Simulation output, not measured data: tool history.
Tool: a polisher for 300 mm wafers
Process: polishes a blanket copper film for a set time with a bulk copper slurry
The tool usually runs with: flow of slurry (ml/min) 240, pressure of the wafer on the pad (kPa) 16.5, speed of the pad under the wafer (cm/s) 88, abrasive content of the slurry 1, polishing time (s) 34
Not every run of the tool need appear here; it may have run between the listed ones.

run    hour  flow of slurry (ml/min)  pressure of the wafer on the pad (kPa)  speed of the pad under the wafer (cm/s)  abrasive content of the slurry  polishing time (s)  wafers since the last listed run  wafers polished on this pad  hours since the slurry nozzle was cleaned  hours since the head pressure was calibrated  hours since the slurry blender was calibrated  incoming thickness of the incoming film, nm  film removed (Å)
  1       0                      240                                    16.5                                       88                               1                  34                                 0                          569                                        446                                        1004.7                                          320.6                                       3960.8              2492
  2    53.7                      240                                    16.5                                       88                               1                  34                               643                         1213                                      499.7                                        1058.4                                          374.3                                         3967              2507
      104.4  -- head pressure recalibrated
  3   109.2                      240                                    16.5                                       88                               1                  34                               641                         1854                                      555.2                                           4.8                                          429.8                                       3942.8              2652
      118.2  -- slurry blender recalibrated
  4   152.1                      240                                    16.5                                       88                               1                  34                               490                         2344                                      598.1                                          47.7                                           33.9                                       3999.4              2635
  5   197.6                      240                                    16.5                                       88                               1                  34                               545                         2889                                      643.6                                          93.2                                           79.4                                       3958.5              2641
  6   245.6                      240                                    19.3                                       88                               1                  34                               575                         3465                                      691.6                                         141.2                                          127.4                                         3955              2974
  7   353.4                      240                                    19.3                                       88                               1                  34                              1291                         4757                                      799.4                                           249                                          235.2                                       3975.8              2950
      402.6  -- slurry nozzle cleaned
      419.6  -- worn pad replaced by a new one
  8   560.1                      240                                    16.5                                       88                               1                  29                              2417                         1683                                      157.5                                         455.7                                          441.9                                       4015.8              2180
      571.6  -- slurry blender recalibrated
  9   652.3                      240                                    16.5                                       88                               1                  29                              1081                         2764                                      249.7                                         547.9                                           80.7                                         3951              2179
 10   704.8                      240                                    16.5                                       88                               1                  34                               629                         3393                                      302.2                                         600.4                                          133.2                                       3987.9              2570
      800.6  -- worn pad replaced by a new one
 11  1008.9                      240                                    16.5                                       88                               1                  34                              3596                         2496                                      606.3                                         904.5                                          437.3                                       3968.8              2526
     1034.3  -- slurry blender recalibrated
 12  1089.9                      240                                    16.5                                       88                               1                  34                               946                         3443                                      687.3                                         985.5                                           55.6                                       3963.1              2539
 13  1192.5                      285                                    16.5                                       88                            0.85                  34                              1229                         4673                                      789.9                                        1088.1                                          158.2                                       4018.9              2488
     1201.7  -- slurry nozzle cleaned
       1213  -- head pressure recalibrated
     1217.5  -- worn pad replaced by a new one
 14  1236.1                      265                                    16.5                                       88                               1                  34                               438                          223                                       34.4                                          23.1                                          201.8                                       3990.4              2456
 15  1339.4                      240                                    16.5                                       88                               1                  34                              1238                         1461                                      137.7                                         126.4                                          305.1                                       3948.1              2430
     1384.3  -- slurry blender recalibrated
 16  1418.3                      165                                    16.5                                       88                               1                  34                               921                         2383                                      216.6                                         205.3                                             34                                       3928.9              2290
     1482.9  -- head pressure recalibrated, repeated, since the last time left the tool worse
     1586.6  -- worn pad replaced by a new one
 17  1598.4                      240                                    16.5                                       88                               1                  34                              2086                          140                                      396.7                                         115.5                                          214.1                                       4031.2              2655
 18    1635                      240                                    16.5                                       88                               1                  29                               438                          579                                      433.3                                         152.1                                          250.7                                       4000.7              2250
 19  1672.6                      315                                    16.5                                       72                               1                  34                               450                         1030                                      470.9                                         189.7                                          288.3                                       4024.9              2205
 20  1745.6                      170                                    16.5                                       88                             0.7                  34                               874                         1905                                      543.9                                         262.7                                          361.3                                       3947.6              2303
 21  1814.3                      240                                    16.5                                       88                               1                  34                               823                         2728                                      612.6                                         331.4                                            430                                       4041.5              2603
     1818.2  -- slurry blender recalibrated
 22  1886.2                      280                                    16.5                                       88                            0.85                  34                               837                         3566                                      684.5                                         403.3                                             68                                       3906.6              2595
 23  1928.2                      240                                    16.5                                       88                               1                  34                               503                         4069                                      726.5                                         445.3                                            110                                       3980.8              2588
       1960  -- worn pad replaced by a new one
 24  2000.8                      240                                    18.6                                       68                               1                  34                               822                          488                                      799.1                                         517.9                                          182.6                                       4016.8              2183
     2012.4  -- slurry nozzle cleaned
 25  2058.2                      240                                    21.4                                      110                               1                  34                               675                         1164                                       45.8                                         575.3                                            240                                       4002.1              3980

Hidden state, per run?
removal rate lost through wear of the pad, %: 0 at every run
slurry flow missing at the pad, %: 0 at every run
abrasive missing from the slurry, %: 0 at every run
H1: deviation of the head's pressure from its setpoint, %
run      H1
  1   -4.74
  2   -5.31
  3   0.486
  4   0.475
  5   0.442
  6   0.385
  7    0.17
  8  -0.573
  9   -1.04
 10   -1.35
 11   -3.69
 12   -4.47
 13   -5.55
 14    -9.2
 15   -9.28
 16   -9.41
 17  -0.344
 18  -0.394
 19  -0.459
 20  -0.627
 21  -0.836
 22    -1.1
 23   -1.29
 24   -1.64
 25   -1.96
